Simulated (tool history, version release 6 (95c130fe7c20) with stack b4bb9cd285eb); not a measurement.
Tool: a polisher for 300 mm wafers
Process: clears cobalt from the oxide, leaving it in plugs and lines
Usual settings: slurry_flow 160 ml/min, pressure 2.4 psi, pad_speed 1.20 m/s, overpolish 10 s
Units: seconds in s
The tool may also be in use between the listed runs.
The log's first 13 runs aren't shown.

run   hour  slurry_flow  pressure  pad_speed  overpolish  wafers since the last listed run  wafers polished on this pad  hours since the slurry nozzle was cleaned  hours since the head pressure was calibrated  incoming thickness of the incoming film, nm  seconds
 14  170.5          160       2.4       1.20          10                               137                          227                                       65.3                                         465.2                                        320.5     40.0
     174.9  -- head pressure recalibrated
 15  176.8          115       2.8       1.20          10                                36                          264                                       71.6                                           1.9                                        318.7     35.3
 16  191.4          160       2.4       1.20          14                               124                          389                                       86.2                                          16.5                                        327.0     39.9
 17  205.7          160       2.4       1.20          10                               122                          511                                      100.5                                          30.8                                        319.4     39.5
 18  219.3          160       2.4       1.48          12                               116                          627                                      114.1                                          44.4                                        321.5     32.5
 19  227.6          125       2.8       1.20          10                                70                          698                                      122.4                                          52.7                                        324.6     35.3
 20  235.9          160       2.4       1.20          10                                70                          769                                      130.7                                          61.0                                        317.0     39.8
 21  251.2          130       2.4       1.42          12                               130                          899                                      146.0                                          76.3                                        319.8     35.1
     259.8  -- worn pad replaced by a new one
 22  261.5          160       1.8       1.00          14                                53                           14                                      156.3                                          86.6                                        319.9     62.2
 23  277.4          120       3.2       1.20          10                               135                          150                                      172.2                                         102.5                                        324.6     30.8
 24  283.5          160       2.4       1.20          10                                52                          202                                      178.3                                         108.6                                        319.0     39.5
 25  300.9          160       2.4       1.20          10                               148                          350                                      195.7                                         126.0                                        325.6     40.2
 26  316.6          160       3.1       1.20          10                               134                          484                                      211.4                                         141.7                                        313.8     30.3
 27  364.6          160       1.6       1.46          16                               409                          894                                      259.4                                         189.7                                        320.7     50.0
     370.6  -- worn pad replaced by a new one
 28  379.0          205       2.4       0.88          10                                88                           71                                      273.8                                         204.1                                        323.4     50.2
 29  413.8          115       2.8       1.20          10                               297                          369                                      308.6                                         238.9                                        316.0     35.3
 30  431.2          160       2.4       1.20          10                               148                          517                                      326.0                                         256.3                                        320.3     39.9
 31  448.5          160       2.4       1.20          10                               147                          665                                      343.3                                         273.6                                        324.2     40.7
 32  456.2          160       2.4       1.20          10                                65                          731                                      351.0                                         281.3                                        320.9     40.2
 33  465.3          160       1.8       1.20          10                                77                          808                                      360.1                                         290.4                                        322.8     53.2
 34  474.6          135       3.0       1.20           8                                79                          888                                      369.4                                         299.7                                        317.2     32.6

Forecast each of these 5 alternatives for the next run:
  A  475.0          185       2.4       1.20          10                                 3                          891                                      369.8                                         300.1                                        316.9        ?
  B  475.0          160       2.4       0.96          10                                 3                          891                                      369.8                                         300.1                                        316.9        ?
  C  475.0          160       3.1       1.08           6                                 3                          891                                      369.8                                         300.1                                        316.9        ?
  D  475.0          120       2.4       1.04          10                                 3                          891                                      369.8                                         300.1                                        316.9        ?
  E  475.0          135       3.1       0.86           6                                 3                          891                                      369.8                                         300.1                                        316.9        ?

run  seconds
  A     39.0
  B     47.7
  C     33.5
  D     46.2
  E     41.2
Without the tool's hidden state the same runs would have given:
run  seconds
  A     38.1
  B     46.6
  C     32.7
  D     45.0
  E     40.1
